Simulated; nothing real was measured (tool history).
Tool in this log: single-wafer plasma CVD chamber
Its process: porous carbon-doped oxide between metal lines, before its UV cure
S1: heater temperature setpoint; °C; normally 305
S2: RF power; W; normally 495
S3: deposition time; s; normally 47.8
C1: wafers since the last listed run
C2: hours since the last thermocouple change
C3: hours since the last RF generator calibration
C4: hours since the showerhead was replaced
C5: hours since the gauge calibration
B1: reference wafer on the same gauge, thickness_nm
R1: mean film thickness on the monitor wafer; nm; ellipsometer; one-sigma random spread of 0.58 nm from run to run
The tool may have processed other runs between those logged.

run     day   S1   S2    S3    C1      C2      C3      C4      C5       B1       R1
  1   0.000  305  495  47.8     0  2591.7   259.0  5558.1   549.3  258.973  244.935
  2   4.721  305  495  47.8  2387  2705.0   372.3  5671.4   662.6  258.850  245.569
  3   8.946  305  495  47.8  2137  2806.4   473.7  5772.8   764.0  258.819  245.971
  4  20.679  305  495  47.8  5934  3088.0   755.3  6054.4  1045.6  259.044  243.468
  5  22.254  305  495  47.8   796  3125.8   793.1  6092.2  1083.4  259.129  244.367
  6  24.571  299  495  47.8  1171  3181.4   848.7  6147.8  1139.0  259.070  250.993
  7  28.592  299  495  47.8  2033  3277.9   945.2  6244.3  1235.5  259.009  251.739
     30.221  -- thermocouple changed; heater temperature recalibrated
  8  31.246  295  445  47.8  1173    24.6  1008.9  6308.0  1299.2  259.118  245.969
  9  36.438  310  450  47.8  2626   149.2  1133.5  6432.6  1423.8  259.083  229.235
 10  40.275  305  495  47.8  1941   241.3  1225.6  6524.7  1515.9  259.119  248.698
 11  42.817  300  495  47.8  1285   302.3  1286.6  6585.7  1576.9  259.157  255.059
     44.479  -- RF generator calibrated
 12  44.862  290  545  54.9   866   351.4     9.2  6634.8  1626.0  259.038  325.027
 13  48.317  305  495  47.8  1747   434.3    92.1  6717.7  1708.9  258.892  248.717
 14  50.538  298  495  41.9  1123   487.6   145.4  6771.0  1762.2  258.886  225.847
     52.600  -- gauge calibrated
 15  56.742  305  495  47.8  3138   636.5   294.3  6919.9    99.4  259.043  247.873
     58.338  -- showerhead replaced
 16  60.212  293  570  40.1  1587   719.8   377.6    45.0   182.7  259.032  241.151
 17  62.721  305  545  47.8  1268   780.0   437.8   105.2   242.9  258.863  262.129
 18  65.067  301  585  47.8  1186   836.3   494.1   161.5   299.2  259.028  276.745
 19  67.912  305  495  47.8  1439   904.6   562.4   229.8   367.5  259.090  247.621
 20  71.600  305  495  47.8  1865   993.1   650.9   318.3   456.0  259.021  246.026
 21  75.054  291  495  45.1  1747  1076.0   733.8   401.2   538.9  258.930  250.256

State the hidden condition of the tool at each of the runs:
delivered RF power above the setpoint (%): 0 on each run
gauge reads high (%): 0 on each run
H1: wafer temperature above the value expected at the setpoint (K)
run       H1
  1     3.27
  2     3.44
  3      3.6
  4     4.03
  5     4.09
  6     4.17
  7     4.32
  8  0.00358
  9    0.195
 10    0.336
 11    0.429
 12    0.504
 13    0.632
 14    0.713
 15    0.941
 16     1.07
 17     1.16
 18     1.25
 19     1.35
 20     1.49
 21     1.62
